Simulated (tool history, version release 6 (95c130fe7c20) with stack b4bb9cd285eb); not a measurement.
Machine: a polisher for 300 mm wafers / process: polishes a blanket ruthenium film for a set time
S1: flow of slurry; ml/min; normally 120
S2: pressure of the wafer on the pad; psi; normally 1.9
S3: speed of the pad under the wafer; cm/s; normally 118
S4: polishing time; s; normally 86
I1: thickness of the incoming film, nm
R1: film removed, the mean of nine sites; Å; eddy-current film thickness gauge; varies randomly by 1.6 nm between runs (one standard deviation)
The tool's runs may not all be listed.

run    hour   S1   S2   S3   S4     I1    R1
  1       0  120    2  118   86  518.2  1256
  2    33.7  120    2  118   86  522.5  1298
       58.1  -- worn pad replaced by a new one
  3   101.7  120    2  118   86  526.9  1283
      121.8  -- slurry nozzle cleaned
  4     171  120  1.9  142  109  517.3  1761
  5   200.3  120  1.9  142  109  510.2  1727
  6   234.2   95  1.9  118   86  521.6  1183
  7   303.5  120  2.3  118   86  526.5  1476
  8   350.7  120  2.3  118   86  521.2  1494
      358.5  -- worn pad replaced by a new one
  9   408.6  120  1.9  118   86  520.1  1211
      463.8  -- head pressure recalibrated
 10   465.2  120  1.9  118   86  510.8  1298
 11   507.7  110  1.9  118   86  523.1  1279
 12   548.1  110  1.9  118   86    523  1298
 13   580.2  110  1.9  118   86  517.8  1308
      619.5  -- worn pad replaced by a new one
 14   621.1  120  2.5  118   76  520.8  1518
 15     667  120  2.4  160   86  521.9  2014
 16   724.4  155  1.9  118   86  518.7  1369
      792.2  -- head pressure recalibrated, repeated, since the last time left the tool worse
 17   792.7  120  1.9  118   86  523.7  1189
 18   824.8   80  1.9  118   61  528.6   787
      849.7  -- slurry nozzle cleaned
 19   857.8  135  2.5  130   86  509.2  1700
      879.4  -- worn pad replaced by a new one
 20   911.9  120  2.6  118   86  519.5  1613
 21   940.3  100  2.3  102   95  529.6  1367
 22  1004.9  120  1.9  118   86  515.2  1187
 23  1070.8   95  2.6  144   64  518.8  1329
     1113.5  -- worn pad replaced by a new one
 24    1116  150  1.9  136   77  510.7  1210

Estimate the outcome of run 25 from the log above:
 25  1178.1  120  1.7  118  86  517.2   ?

Logged for run 25: R1 1060 Å.
On a tool with no hidden condition, and with the same random variation, this run would have come out at R1 1047 Å.
